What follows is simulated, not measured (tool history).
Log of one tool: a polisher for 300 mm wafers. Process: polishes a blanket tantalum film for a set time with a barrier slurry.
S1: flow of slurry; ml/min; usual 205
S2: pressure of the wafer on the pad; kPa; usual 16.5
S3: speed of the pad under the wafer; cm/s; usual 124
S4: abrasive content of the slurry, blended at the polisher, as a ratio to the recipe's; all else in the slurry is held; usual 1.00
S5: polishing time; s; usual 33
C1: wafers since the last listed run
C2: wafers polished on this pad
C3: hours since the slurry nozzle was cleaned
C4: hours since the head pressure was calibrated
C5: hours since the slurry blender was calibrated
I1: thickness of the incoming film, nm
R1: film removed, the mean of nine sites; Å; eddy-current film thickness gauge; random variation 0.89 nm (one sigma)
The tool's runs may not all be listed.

run	day	S1	S2	S3	S4	S5	C1	C2	C3	C4	C5	I1	R1
1	0.000	205	16.5	124	1.00	33	0	134	521.6	24.9	0.5	226.8	655
2	1.217	205	16.5	124	1.00	28	349	484	550.8	54.1	29.7	229.0	545
3	3.371	205	16.5	124	1.00	28	617	1101	602.5	105.8	81.4	232.3	545
# day 3.767: slurry nozzle cleaned
4	5.083	205	16.5	124	1.00	28	479	1581	31.6	146.9	122.5	234.3	545
5	6.133	205	16.5	124	1.00	33	301	1882	56.8	172.1	147.7	228.5	641
6	8.617	205	16.5	124	1.00	33	712	2594	116.4	231.7	207.3	226.6	643
7	11.083	205	16.5	124	1.00	37	707	3302	175.6	290.9	266.5	230.5	703
# day 12.767: worn pad replaced by a new one
8	13.954	205	16.5	124	1.00	37	775	340	244.5	359.8	335.4	228.3	692
9	16.117	205	16.5	124	1.00	33	620	961	296.4	411.7	387.3	228.7	614
# day 17.612: head pressure recalibrated
10	18.192	205	16.5	124	1.00	33	571	1532	346.2	13.9	437.1	234.4	642
# day 19.862: slurry blender recalibrated
11	21.092	205	16.5	124	1.00	33	808	2340	415.8	83.5	29.5	229.9	658
12	22.542	205	16.5	124	1.00	33	415	2756	450.6	118.3	64.3	228.5	650
13	23.979	205	16.5	124	1.00	33	412	3168	485.1	152.8	98.8	232.1	634
14	25.708	230	16.5	106	1.00	33	496	3664	526.6	194.3	140.3	232.4	546
# day 25.971: slurry nozzle cleaned
# day 27.371: worn pad replaced by a new one
15	28.371	205	16.5	124	1.00	24	704	287	57.6	258.2	204.2	231.0	462
16	33.292	180	16.5	124	1.25	33	1411	1698	175.7	376.3	322.3	227.9	646
17	35.062	205	16.5	124	1.00	28	508	2206	218.2	418.8	364.8	233.9	531
18	36.400	230	16.5	164	1.00	37	383	2590	250.3	450.9	396.9	229.4	938
# day 37.683: head pressure recalibrated
19	38.467	205	13.8	160	1.00	33	568	3159	299.9	18.8	446.5	230.3	695
# day 40.621: slurry blender recalibrated
# day 40.988: worn pad replaced by a new one
20	41.029	205	16.5	142	1.00	33	663	11	361.4	80.3	9.8	230.1	729
21	42.979	205	16.5	124	1.00	33	559	571	408.2	127.1	56.6	230.5	652
22	44.338	205	16.5	124	1.00	33	389	960	440.8	159.7	89.2	231.5	630
23	45.967	205	16.5	124	1.00	33	467	1428	479.9	198.8	128.3	231.7	644
24	47.767	205	13.1	124	1.00	33	516	1944	523.1	242.0	171.5	226.5	508
# day 49.362: slurry nozzle cleaned
25	49.850	205	14.5	124	0.85	28	585	2530	11.7	292.0	221.5	230.9	425
26	51.788	205	11.0	156	1.00	33	555	3086	58.2	338.5	268.0	229.9	532
27	52.979	205	16.5	82	1.20	33	341	3428	86.8	367.1	296.6	232.3	440
# day 53.454: head pressure recalibrated
# day 54.208: worn pad replaced by a new one
28	54.229	205	16.5	136	1.30	23	286	6	116.8	18.6	326.6	233.5	546
29	56.700	205	14.5	124	0.85	28	708	715	176.1	77.9	385.9	227.3	441
# day 58.788: slurry blender recalibrated
30	59.133	175	16.5	124	1.00	21	674	1389	234.5	136.3	8.3	229.7	398
31	61.796	135	20.0	124	1.25	33	763	2152	298.4	200.2	72.2	230.6	751

Forecast each of these 3 alternatives for the next run:
A	61.812	205	16.5	96	1.00	33	4	2157	298.8	200.6	72.6	233.9	?
B	61.812	205	16.5	86	0.85	28	4	2157	298.8	200.6	72.6	233.9	?
C	61.812	205	16.5	124	1.10	33	4	2157	298.8	200.6	72.6	233.9	?

run	R1
A	488
B	348
C	650
Without the tool's hidden state the same runs would have given:
run	R1
A	504
B	360
C	672

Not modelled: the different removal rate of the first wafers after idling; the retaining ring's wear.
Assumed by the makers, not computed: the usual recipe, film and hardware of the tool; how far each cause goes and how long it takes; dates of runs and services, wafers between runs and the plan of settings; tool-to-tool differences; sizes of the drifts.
